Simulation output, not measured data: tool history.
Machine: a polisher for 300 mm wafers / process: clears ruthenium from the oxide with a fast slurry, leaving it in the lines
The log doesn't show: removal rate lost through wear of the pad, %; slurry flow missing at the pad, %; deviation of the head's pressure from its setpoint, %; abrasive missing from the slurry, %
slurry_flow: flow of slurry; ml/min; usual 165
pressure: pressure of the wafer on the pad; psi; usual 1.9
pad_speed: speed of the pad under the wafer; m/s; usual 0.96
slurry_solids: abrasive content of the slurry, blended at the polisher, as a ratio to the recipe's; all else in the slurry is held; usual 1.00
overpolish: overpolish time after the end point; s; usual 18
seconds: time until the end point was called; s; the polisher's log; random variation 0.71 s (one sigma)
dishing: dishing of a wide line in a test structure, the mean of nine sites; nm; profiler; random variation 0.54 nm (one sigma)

run,hour,slurry_flow,pressure,pad_speed,slurry_solids,overpolish,wafers since the last listed run,wafers polished on this pad,hours since the slurry nozzle was cleaned,hours since the head pressure was calibrated,hours since the slurry blender was calibrated,"incoming thickness of the incoming film, nm",seconds,dishing
1,0.0,165,1.9,1.22,1.00,18,0,1068,151.1,588.7,93.2,118.1,47.5,41.2
# hour 0.3: slurry blender recalibrated
2,15.5,165,1.9,1.22,1.00,18,199,1268,166.6,604.2,15.2,120.0,49.4,38.6
# hour 20.3: worn pad replaced by a new one
3,30.7,165,1.9,1.22,1.00,18,147,137,181.8,619.4,30.4,120.3,43.2,44.2
4,40.0,185,1.9,0.96,1.00,18,122,260,191.1,628.7,39.7,121.8,55.6,37.0
5,56.5,165,1.6,0.96,1.00,18,217,478,207.6,645.2,56.2,120.0,62.6,31.4
6,71.5,165,1.6,0.96,1.00,18,197,676,222.6,660.2,71.2,119.7,64.9,31.0
7,86.8,165,1.6,0.96,1.00,18,201,877,237.9,675.5,86.5,122.0,68.1,30.6
8,103.8,165,1.9,0.96,1.00,24,224,1102,254.9,692.5,103.5,117.7,60.5,42.3
# hour 110.7: slurry blender recalibrated
# hour 111.1: worn pad replaced by a new one
9,114.3,165,1.9,0.96,1.00,24,105,41,265.4,703.0,3.6,120.9,56.5,45.7
10,121.1,165,1.9,0.96,1.00,18,89,131,272.2,709.8,10.4,120.5,57.1,34.6
11,127.5,165,1.9,0.96,1.00,18,84,215,278.6,716.2,16.8,121.4,58.2,34.7
12,141.1,165,1.9,0.96,1.00,18,179,395,292.2,729.8,30.4,119.1,56.5,34.0
13,154.9,165,1.9,0.96,1.15,18,182,577,306.0,743.6,44.2,118.0,55.6,36.6
14,165.8,165,1.9,0.96,1.00,18,143,721,316.9,754.5,55.1,118.6,59.0,33.6
15,174.5,165,2.4,0.96,1.10,18,114,835,325.6,763.2,63.8,119.7,48.1,40.6
# hour 189.9: worn pad replaced by a new one
# hour 191.8: head pressure recalibrated
# hour 193.0: slurry nozzle cleaned
16,193.5,190,2.1,0.96,1.00,26,159,9,0.5,1.7,82.8,118.6,48.4,55.9
# hour 198.7: slurry blender recalibrated
17,204.9,190,1.3,0.88,1.25,18,124,133,11.9,13.1,6.2,121.1,73.0,28.5
18,245.2,165,1.9,0.96,1.00,9,531,665,52.2,53.4,46.5,120.4,56.6,18.9

Run 19, settings as shown, results not yet in. Your forecast:
19,253.0,165,2.4,0.96,1.25,15,102,768,60.0,61.2,54.3,121.6,?,?

Run 19 gave seconds 43.2 s, dishing 37.9 nm.
Take away the tool's hidden state, keep the run-to-run variation as it was, and the same run would have given seconds 39.8 s, dishing 40.7 nm.
